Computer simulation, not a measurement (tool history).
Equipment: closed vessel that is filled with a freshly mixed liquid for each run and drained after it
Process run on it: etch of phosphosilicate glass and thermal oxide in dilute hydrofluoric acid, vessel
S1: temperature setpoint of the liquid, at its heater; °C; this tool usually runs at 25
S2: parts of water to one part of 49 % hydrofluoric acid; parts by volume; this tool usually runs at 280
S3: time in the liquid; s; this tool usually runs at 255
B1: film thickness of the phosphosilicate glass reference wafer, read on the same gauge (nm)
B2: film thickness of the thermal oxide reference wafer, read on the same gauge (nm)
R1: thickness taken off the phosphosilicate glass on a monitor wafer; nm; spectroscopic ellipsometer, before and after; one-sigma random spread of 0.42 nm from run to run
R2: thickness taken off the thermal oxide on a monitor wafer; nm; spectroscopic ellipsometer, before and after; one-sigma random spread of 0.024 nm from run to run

run    hour    S1   S2   S3      B1      B2      R1      R2
  1       0    25  280  255  106.69  48.499   55.28   3.278
  2    63.6    25  280  255  106.53  48.424   54.97   3.262
  3    97.6    25  280  255  106.46  48.398    55.3   3.258
  4     131  28.5  150  380  106.36  48.349  201.08  11.906
  5     174    25  280  305  106.25  48.294   65.59   3.915
  6   227.9    22  405  200  106.12  48.261   23.98   1.412
      312.1  -- gauge calibrated
  7   394.4    25  280  255  108.63  49.383   55.36   3.295
  8   462.5    25  280  255  108.45  49.285   55.89    3.34
  9   511.4    25  280  255  108.31  49.257   55.81   3.342
 10   567.9    25  280  255  108.18  49.184   55.34   3.314
 11   609.7  22.5  225  295  108.08  49.117   76.68   4.618
 12   673.6    25  280  255  107.89  49.047   55.09    3.32
      707.3  -- thermometer replaced
 13   738.9    25  280  255  107.74  48.981   55.54   3.271
 14     796  28.5  280  135  107.59  48.887   33.45    1.99
 15   852.5    29  280  255  107.43  48.811   63.19   3.755
 16   922.4    25  280  255  107.24  48.759   55.37    3.25
 17   962.3    25  280  255  107.13  48.687   55.16   3.276
 18  1027.3    29  235  165  106.94  48.658   51.69   3.027
 19  1091.3  20.5  230  395  106.81  48.545   92.73   5.557
 20  1160.3  26.5  140  255  106.59  48.465  135.78    8.08
 21  1204.1    25  235  320   106.5  48.413   85.37   5.097
 22  1267.1    25  360  195  106.32  48.341   29.92   1.789
 23  1332.9    22  280  255  106.15  48.233   48.86   2.926
 24  1390.6  20.5  240  255  106.02  48.183   56.17   3.354
 25  1441.4    25  280  255  105.86  48.111   54.66   3.247
 26  1509.5    25  280  210   105.7   48.06   45.09   2.661

Forecast each of these 3 alternatives for the next run:
  A  1510.2  25  280  395   ?   ?   ?   ?
  B  1510.2  25  280  175   ?   ?   ?   ?
  C  1510.2  25  370  255   ?   ?   ?   ?

run      B1      B2     R1     R2
  A  105.68  48.011  85.22  4.997
  B  105.68  48.011  37.76  2.214
  C  105.68  48.011  38.15  2.237
Stripped of hidden state, with their random variation kept, the same runs would have yielded:
run     R1     R2
  A  88.69    5.2
  B  39.29  2.304
  C   39.7  2.328
